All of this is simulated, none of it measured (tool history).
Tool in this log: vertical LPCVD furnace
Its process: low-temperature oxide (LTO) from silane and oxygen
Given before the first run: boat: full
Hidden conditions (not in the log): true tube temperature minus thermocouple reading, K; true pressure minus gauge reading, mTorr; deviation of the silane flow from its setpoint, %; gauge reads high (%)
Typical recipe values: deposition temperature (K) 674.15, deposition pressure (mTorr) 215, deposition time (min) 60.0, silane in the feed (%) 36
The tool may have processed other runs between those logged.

run,hour,deposition temperature (K),deposition pressure (mTorr),deposition time (min),silane in the feed (%),wafers since the last listed run,hours since the last temperature calibration,hours since the pressure gauge was zeroed,hours since the silane flow controller was replaced,hours since the gauge calibration,"read-back reference wafer on the same gauge, thickness",film thickness on the monitor wafer in the middle of the boat (nm)
1,0.0,674.15,215,60.0,36,0,2292.3,3359.0,5705.6,130.0,482.93,433.93
2,53.5,674.15,215,60.0,36,797,2345.8,3412.5,5759.1,183.5,480.39,434.04
3,117.8,674.15,215,60.0,36,957,2410.1,3476.8,5823.4,247.8,477.89,434.01
4,170.7,668.15,215,60.0,36,788,2463.0,3529.7,5876.3,300.7,476.12,398.91
5,225.6,668.15,215,60.0,36,817,2517.9,3584.6,5931.2,355.6,474.92,400.35
6,264.1,681.15,200,60.0,36,573,2556.4,3623.1,5969.7,394.1,473.17,433.32
7,304.9,681.15,200,60.0,36,607,2597.2,3663.9,6010.5,434.9,472.42,430.38
8,340.0,674.15,190,60.0,34,522,2632.3,3699.0,6045.6,470.0,471.24,351.21
9,393.3,674.15,215,60.0,33,794,2685.6,3752.3,6098.9,523.3,470.17,377.00
10,442.4,674.15,215,60.0,33,731,2734.7,3801.4,6148.0,572.4,469.23,378.15
# hour 497.5: thermocouples replaced and temperature profile calibrated
11,509.9,674.15,195,60.0,36,648,12.4,3868.9,6215.5,639.9,467.81,382.88
12,538.9,674.15,215,60.0,36,432,41.4,3897.9,6244.5,668.9,467.76,425.75
13,607.7,674.15,215,60.0,36,1024,110.2,3966.7,6313.3,737.7,467.09,421.63
14,638.2,674.15,215,42.5,33,454,140.7,3997.2,6343.8,768.2,467.08,269.34
# hour 692.0: silane flow controller replaced
15,833.9,685.15,215,60.0,36,2557,336.4,4192.9,141.9,963.9,464.73,477.05
16,897.8,674.15,215,60.0,36,951,400.3,4256.8,205.8,1027.8,464.64,418.43
17,966.6,681.15,215,60.0,36,1024,469.1,4325.6,274.6,1096.6,463.34,453.44
18,997.3,664.15,165,36.0,33,457,499.8,4356.3,305.3,1127.3,463.49,150.94
19,1064.5,680.15,200,66.5,38,1001,567.0,4423.5,372.5,1194.5,463.63,493.43
# hour 1213.8: pressure gauge zeroed
20,1270.8,674.15,215,60.0,31,2715,773.3,57.0,578.8,1400.8,462.65,340.23
# hour 1277.0: gauge calibrated
21,1397.2,674.15,215,70.0,41,1883,899.7,183.4,705.2,120.2,481.97,594.01
22,1454.8,674.15,250,75.0,40,858,957.3,241.0,762.8,177.8,479.68,719.88
23,1494.9,674.15,215,60.0,36,597,997.4,281.1,802.9,217.9,477.56,433.86
24,1535.4,674.15,215,60.0,36,603,1037.9,321.6,843.4,258.4,476.67,436.49
25,1595.6,669.15,185,60.0,30,896,1098.1,381.8,903.6,318.6,474.69,270.41
26,1622.0,668.15,215,74.0,36,393,1124.5,408.2,930.0,345.0,473.46,493.40
27,1659.6,684.15,215,60.0,36,560,1162.1,445.8,967.6,382.6,472.65,478.01
28,1696.2,674.15,230,60.0,30,545,1198.7,482.4,1004.2,419.2,471.90,353.78
29,1722.7,674.15,175,84.0,36,394,1225.2,508.9,1030.7,445.7,471.69,485.28
30,1787.6,674.15,215,60.0,36,966,1290.1,573.8,1095.6,510.6,469.37,427.61
31,1812.1,674.15,215,60.0,36,364,1314.6,598.3,1120.1,535.1,468.98,426.69

Pick out some run-to-run changes in film thickness on the monitor wafer in the middle of the boat (nm). Of each, how much would a tool without hidden state show as well, from the settings, what came in and chance, and how much is left for the hidden state and any gauge scatter not in both results compared?
Run 14 -> 15: deposition temperature (K) 674.15 -> 685.15, deposition time (min) 42.5 -> 60.0, silane in the feed (%) 33 -> 36, silane flow controller replaced. film thickness on the monitor wafer in the middle of the boat (nm) +207.71: hidden state -11.54, all else +219.25.
Run 17 -> 18: deposition temperature (K) 681.15 -> 664.15, deposition pressure (mTorr) 215 -> 165, deposition time (min) 60.0 -> 36.0, silane in the feed (%) 36 -> 33. film thickness on the monitor wafer in the middle of the boat (nm) -302.50: hidden state +15.67, all else -318.17.
Run 18 -> 19: deposition temperature (K) 664.15 -> 680.15, deposition pressure (mTorr) 165 -> 200, deposition time (min) 36.0 -> 66.5, silane in the feed (%) 33 -> 38. film thickness on the monitor wafer in the middle of the boat (nm) +342.49: hidden state -18.35, all else +360.84.
Run 22 -> 23: deposition pressure (mTorr) 250 -> 215, deposition time (min) 75.0 -> 60.0, silane in the feed (%) 40 -> 36. film thickness on the monitor wafer in the middle of the boat (nm) -286.02: hidden state +3.63, all else -289.65.

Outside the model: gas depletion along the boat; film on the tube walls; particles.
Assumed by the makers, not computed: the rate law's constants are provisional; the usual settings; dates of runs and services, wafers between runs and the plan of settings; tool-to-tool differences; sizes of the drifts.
